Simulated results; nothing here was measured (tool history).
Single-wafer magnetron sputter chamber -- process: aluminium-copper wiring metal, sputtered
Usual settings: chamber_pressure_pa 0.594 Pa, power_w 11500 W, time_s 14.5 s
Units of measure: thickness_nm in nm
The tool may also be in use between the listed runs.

run    hour  chamber_pressure_pa  power_w  time_s  wafers since the last listed run  wafers on the sputter target  hours since the last manometer calibration  hours since the magnet pack was replaced  hours since the gauge calibration  read-back reference wafer on the same gauge, thickness_nm  thickness_nm
  1     0.0                0.594    11500    14.5                                 0                          4144                                       233.6                                    5746.6                             1737.9                                                    273.312       269.519
  2   104.5                0.594    11500    14.5                              1844                          5988                                       338.1                                    5851.1                             1842.4                                                    274.265       271.305
  3   179.5                0.594    11500    14.5                              1323                          7312                                       413.1                                    5926.1                             1917.4                                                    274.336       268.717
  4   232.6                0.594    11500    14.5                               937                          8249                                       466.2                                    5979.2                             1970.5                                                    273.795       271.751
  5   290.2                0.594    11500    14.5                              1016                          9265                                       523.8                                    6036.8                             2028.1                                                    274.958       270.557
  6   361.4                0.594    11500    14.5                              1256                         10522                                       595.0                                    6108.0                             2099.3                                                    274.461       270.368
      411.8  -- sputter target and shields replaced
  7   422.5                0.594    11500    14.5                               937                           188                                       656.1                                    6169.1                             2160.4                                                    274.285       270.494
  8   634.3                0.594    11500    14.5                              3737                          3926                                       867.9                                    6380.9                             2372.2                                                    274.787       273.280
  9   735.7                0.594    11500    15.9                              1789                          5716                                       969.3                                    6482.3                             2473.6                                                    274.653       298.896
      779.3  -- capacitance manometer re-zeroed and calibrated
 10   814.9                0.594    11500    15.9                              1256                          6972                                        35.6                                    6561.5                             2552.8                                                    275.270       298.113
 11   889.1                0.594    11500    15.9                              1309                          8282                                       109.8                                    6635.7                             2627.0                                                    276.012       298.034
 12   964.7                0.594    11500    14.5                              1334                          9616                                       185.4                                    6711.3                             2702.6                                                    276.204       270.270
 13  1053.5                0.594    11500    14.5                              1567                         11183                                       274.2                                    6800.1                             2791.4                                                    276.564       273.494
     1068.5  -- sputter target and shields replaced
 14  1115.3                0.481    13950    13.0                               949                           825                                       336.0                                    6861.9                             2853.2                                                    276.228       298.490
     1153.5  -- magnet pack replaced
 15  1212.4                0.594    11500    16.0                              1572                          2398                                       433.1                                      58.9                             2950.3                                                    276.483       302.791
 16  1287.8                0.719    14050    14.5                              1330                          3728                                       508.5                                     134.3                             3025.7                                                    276.323       302.107
 17  1359.7                0.496    12300    17.3                              1268                          4997                                       580.4                                     206.2                             3097.6                                                    277.028       358.890
 18  1465.3                0.594     9750    14.5                              1863                          6861                                       686.0                                     311.8                             3203.2                                                    277.028       244.517
 19  1519.6                0.594    11500    14.5                               958                          7819                                       740.3                                     366.1                             3257.5                                                    277.454       271.601
 20  1616.1                0.594     9400    15.6                              1703                          9522                                       836.8                                     462.6                             3354.0                                                    277.517       250.578
     1672.1  -- sputter target and shields replaced
 21  1695.3                0.594    11500    14.5                              1256                           410                                       916.0                                     541.8                             3433.2                                                    277.290       275.563
     1750.6  -- gauge calibrated
 22  1760.1                0.671    13850    14.5                              1143                          1553                                       980.8                                     606.6                                9.5                                                    269.974       297.381
 23  1834.2                0.426    13600    15.3                              1307                          2861                                      1054.9                                     680.7                               83.6                                                    270.190       349.566
     1886.5  -- capacitance manometer re-zeroed and calibrated
 24  1895.2                0.365     9450    12.2                               935                          3796                                         8.7                                     741.7                              144.6                                                    270.619       218.467
 25  1987.9                0.742    14000    14.5                              1636                          5432                                       101.4                                     834.4                              237.3                                                    270.591       291.371
 26  2034.1                0.594    11500    14.5                               815                          6248                                       147.6                                     880.6                              283.5                                                    270.608       268.188
 27  2128.3                0.594    11500    14.5                              1662                          7910                                       241.8                                     974.8                              377.7                                                    270.983       270.587
 28  2175.1                0.465    11500    14.5                               825                          8736                                       288.6                                    1021.6                              424.5                                                    270.691       285.414
 29  2268.3                0.531    11500    11.7                              1644                         10381                                       381.8                                    1114.8                              517.7                                                    271.522       221.821
     2335.0  -- sputter target and shields replaced
 30  2352.1                0.514     8850    15.5                              1337                           302                                       465.6                                    1198.6                              601.5                                                    271.622       246.066
 31  2438.1                0.683    13050    14.5                              1517                          1820                                       551.6                                    1284.6                              687.5                                                    271.704       284.469
 32  2514.2                0.798    10050    12.8                              1343                          3163                                       627.7                                    1360.7                              763.6                                                    272.101       195.150
 33  2796.7                0.594     9650    17.3                              4985                          8148                                       910.2                                    1643.2                             1046.1                                                    272.479       279.856

Forecast each of these 5 alternatives for the next run:
  A  2797.1                0.724    11500    14.5                                 7                          8156                                       910.6                                    1643.6                             1046.5                                                          ?             ?
  B  2797.1                0.825    10650    14.5                                 7                          8156                                       910.6                                    1643.6                             1046.5                                                          ?             ?
  C  2797.1                0.759    14150    11.8                                 7                          8156                                       910.6                                    1643.6                             1046.5                                                          ?             ?
  D  2797.1                0.532    11500    11.8                                 7                          8156                                       910.6                                    1643.6                             1046.5                                                          ?             ?
  E  2797.1                0.729     9250    12.5                                 7                          8156                                       910.6                                    1643.6                             1046.5                                                          ?             ?

run  read-back reference wafer on the same gauge, thickness_nm  thickness_nm
  A                                                    272.627       253.119
  B                                                    272.627       227.654
  C                                                    272.627       238.373
  D                                                    272.627       226.163
  E                                                    272.627       185.037
Without the tool's unlogged condition, the same runs would have read:
run  thickness_nm
  A       251.732
  B       226.407
  C       237.067
  D       224.924
  E       184.023
